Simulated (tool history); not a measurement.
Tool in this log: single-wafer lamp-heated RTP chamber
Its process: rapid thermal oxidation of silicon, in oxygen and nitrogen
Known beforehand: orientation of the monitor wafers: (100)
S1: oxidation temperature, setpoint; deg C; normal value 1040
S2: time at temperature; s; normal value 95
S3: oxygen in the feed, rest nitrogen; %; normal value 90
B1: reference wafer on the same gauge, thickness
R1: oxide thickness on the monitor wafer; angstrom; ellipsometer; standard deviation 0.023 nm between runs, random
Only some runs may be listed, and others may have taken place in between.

{"run": 1, "day": 0.0, "S1": 1040, "S2": 95, "S3": 98, "B1": 8.146, "R1": 96.77}
{"run": 2, "day": 2.858, "S1": 1050, "S2": 95, "S3": 90, "B1": 8.151, "R1": 100.17}
{"run": 3, "day": 5.117, "S1": 1040, "S2": 95, "S3": 90, "B1": 8.15, "R1": 94.0}
{"run": 4, "day": 7.954, "S1": 1040, "S2": 95, "S3": 90, "B1": 8.149, "R1": 93.5}
{"day": 9.875, "done": "pyrometer window cleaned and pyrometer calibrated"}
{"run": 5, "day": 9.896, "S1": 1040, "S2": 95, "S3": 90, "B1": 8.15, "R1": 91.39}
{"day": 10.529, "done": "gauge calibrated"}
{"run": 6, "day": 10.921, "S1": 1040, "S2": 95, "S3": 90, "B1": 8.155, "R1": 91.6}
{"run": 7, "day": 13.788, "S1": 1040, "S2": 62, "S3": 90, "B1": 8.151, "R1": 75.87}
{"run": 8, "day": 15.262, "S1": 1040, "S2": 95, "S3": 70, "B1": 8.155, "R1": 83.89}
{"run": 9, "day": 16.396, "S1": 1053, "S2": 140, "S3": 63, "B1": 8.146, "R1": 106.13}
{"run": 10, "day": 18.358, "S1": 1060, "S2": 73, "S3": 60, "B1": 8.149, "R1": 80.84}
{"day": 19.308, "done": "oxygen flow controller replaced"}
{"run": 11, "day": 20.521, "S1": 1056, "S2": 95, "S3": 90, "B1": 8.153, "R1": 102.44}
{"run": 12, "day": 22.133, "S1": 1040, "S2": 115, "S3": 90, "B1": 8.15, "R1": 100.91}
{"run": 13, "day": 24.971, "S1": 1032, "S2": 128, "S3": 67, "B1": 8.146, "R1": 89.98}
{"run": 14, "day": 27.546, "S1": 1059, "S2": 80, "S3": 62, "B1": 8.153, "R1": 84.9}
{"run": 15, "day": 30.254, "S1": 1050, "S2": 95, "S3": 90, "B1": 8.153, "R1": 99.0}
{"run": 16, "day": 32.479, "S1": 1040, "S2": 95, "S3": 90, "B1": 8.149, "R1": 92.0}

Branching from run 16: 4 alternative next runs. What would each branch give?
{"run": "A", "day": 32.5, "S1": 1040, "S2": 124, "S3": 90, "B1": "?", "R1": "?"}
{"run": "B", "day": 32.5, "S1": 1063, "S2": 132, "S3": 76, "B1": "?", "R1": "?"}
{"run": "C", "day": 32.5, "S1": 1040, "S2": 141, "S3": 90, "B1": "?", "R1": "?"}
{"run": "D", "day": 32.5, "S1": 1040, "S2": 79, "S3": 90, "B1": "?", "R1": "?"}

run=A B1=8.152 R1=104.51
run=B B1=8.152 R1=118.49
run=C B1=8.152 R1=110.96
run=D B1=8.152 R1=84.99
What these runs would have given with no unlogged condition in the tool:
run=A R1=103.24
run=B R1=117.11
run=C R1=109.61
run=D R1=83.97
